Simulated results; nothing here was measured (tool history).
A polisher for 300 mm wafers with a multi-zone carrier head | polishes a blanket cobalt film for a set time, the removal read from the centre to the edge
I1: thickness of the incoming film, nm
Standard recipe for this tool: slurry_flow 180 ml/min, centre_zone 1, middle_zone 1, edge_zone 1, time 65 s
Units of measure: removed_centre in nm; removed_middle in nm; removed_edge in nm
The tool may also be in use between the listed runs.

Run 1, hour 0: usual settings but middle_zone 0.94; I1 1116.4. Result: removed_centre 417.4 nm, removed_middle 410.1 nm, removed_edge 417.3 nm.
Run 2, hour 51.8: usual settings but middle_zone 0.94; I1 1111.1. Result: removed_centre 397.6 nm, removed_middle 396 nm, removed_edge 415 nm.
Run 3, hour 82.1: usual settings but centre_zone 0.91, edge_zone 0.94; I1 1105.1. Result: removed_centre 349.5 nm, removed_middle 407.1 nm, removed_edge 394.6 nm.
At hour 119.4: worn pad replaced by a new one.
Run 4, hour 131.7: usual settings; I1 1119.7. Result: removed_centre 421.1 nm, removed_middle 435 nm, removed_edge 439 nm.
At hour 201: centre zone pressure recalibrated.
Run 5, hour 201.6: usual settings but slurry_flow 230 ml/min; I1 1104.2. Result: removed_centre 429.7 nm, removed_middle 442.5 nm, removed_edge 434.1 nm.
Run 6, hour 245.5: usual settings but slurry_flow 230 ml/min; I1 1119.6. Result: removed_centre 424.5 nm, removed_middle 433.1 nm, removed_edge 428.4 nm.
Run 7, hour 290.9: usual settings but slurry_flow 230 ml/min; I1 1099.3. Result: removed_centre 416.3 nm, removed_middle 422.1 nm, removed_edge 409.2 nm.
At hour 337.2: worn pad replaced by a new one.
Run 8, hour 341.2: usual settings; I1 1126.5. Result: removed_centre 433.7 nm, removed_middle 440.4 nm, removed_edge 438.5 nm.
Run 9, hour 373.4: usual settings but middle_zone 0.95; I1 1128.6. Result: removed_centre 423.4 nm, removed_middle 425 nm, removed_edge 441.6 nm.
Run 10, hour 402.6: usual settings but slurry_flow 145 ml/min, middle_zone 0.93, time 71 s; I1 1108.6. Result: removed_centre 444.2 nm, removed_middle 435.4 nm, removed_edge 453.1 nm.
At hour 416.5: slurry nozzle cleaned.
Run 11, hour 450.1: usual settings but slurry_flow 135 ml/min, middle_zone 0.89, time 81 s; I1 1101.1. Result: removed_centre 476.4 nm, removed_middle 454 nm, removed_edge 503.2 nm.
At hour 460.8: edge zone pressure recalibrated.
Run 12, hour 506.4: usual settings but time 43 s; I1 1108.1. Result: removed_centre 266.4 nm, removed_middle 269.1 nm, removed_edge 265.8 nm.
Run 13, hour 550.4: usual settings but slurry_flow 115 ml/min, centre_zone 1.08, middle_zone 0.9, edge_zone 1.05; I1 1106. Result: removed_centre 381.3 nm, removed_middle 336 nm, removed_edge 379.1 nm.
At hour 560: worn pad replaced by a new one.
Run 14, hour 610.5: usual settings; I1 1108.3. Result: removed_centre 421.5 nm, removed_middle 430.7 nm, removed_edge 438.7 nm.
At hour 658.6: carrier head's membrane replaced by a new one.
Run 15, hour 681.2: usual settings; I1 1099.5. Result: removed_centre 410.6 nm, removed_middle 418.2 nm, removed_edge 424.2 nm.
Run 16, hour 708.2: usual settings but centre_zone 1.12, middle_zone 0.93, time 48 s; I1 1111. Result: removed_centre 325.8 nm, removed_middle 288.3 nm, removed_edge 313.7 nm.
Run 17, hour 755.2: usual settings; I1 1093.4. Result: removed_centre 385.8 nm, removed_middle 401.6 nm, removed_edge 408.2 nm.
At hour 776.3: worn pad replaced by a new one.
Run 18, hour 808.2: usual settings but slurry_flow 120 ml/min, middle_zone 0.91, edge_zone 1.04; I1 1108.4. Result: removed_centre 389.2 nm, removed_middle 377.1 nm, removed_edge 431.4 nm.
Run 19, hour 875.3: usual settings but centre_zone 1.09, middle_zone 0.94, edge_zone 1.12; I1 1126.9. Result: removed_centre 461.4 nm, removed_middle 405 nm, removed_edge 445.6 nm.
Run 20, hour 940.2: usual settings but slurry_flow 160 ml/min, middle_zone 0.96; I1 1115.6. Result: removed_centre 398.6 nm, removed_middle 394.3 nm, removed_edge 411.4 nm.
Run 21, hour 994.5: usual settings; I1 1123.4. Result: removed_centre 389.6 nm, removed_middle 400.7 nm, removed_edge 386.9 nm.

Forecast each of these 5 alternatives for the next run:
Run A, hour 994.9: usual settings but slurry_flow 135 ml/min; I1 1114.3. Result: removed_centre ?, removed_middle ?, removed_edge ?.
Run B, hour 994.9: usual settings but centre_zone 1.04, middle_zone 0.94, edge_zone 1.09; I1 1114.3. Result: removed_centre ?, removed_middle ?, removed_edge ?.
Run C, hour 994.9: usual settings but slurry_flow 230 ml/min, centre_zone 0.89, time 47 s; I1 1114.3. Result: removed_centre ?, removed_middle ?, removed_edge ?.
Run D, hour 994.9: usual settings but time 78 s; I1 1114.3. Result: removed_centre ?, removed_middle ?, removed_edge ?.
Run E, hour 994.9: usual settings but slurry_flow 235 ml/min, middle_zone 0.89; I1 1114.3. Result: removed_centre ?, removed_middle ?, removed_edge ?.

run  removed_centre  removed_middle  removed_edge
  A           363.7           377.3         386.7
  B           401.9           378.5         413.3
  C           258.4           298.3         298.2
  D           463.7           477.7         482.3
  E           402.8           376.2         413.9
Had the tool no hidden state, the same runs would have come out as:
run  removed_centre  removed_middle  removed_edge
  A           405.6           420.8         431.3
  B           448.1           422.1         460.9
  C           288.2           332.6         332.6
  D           517.2           532.7         537.9
  E           449.2           419.6         461.5

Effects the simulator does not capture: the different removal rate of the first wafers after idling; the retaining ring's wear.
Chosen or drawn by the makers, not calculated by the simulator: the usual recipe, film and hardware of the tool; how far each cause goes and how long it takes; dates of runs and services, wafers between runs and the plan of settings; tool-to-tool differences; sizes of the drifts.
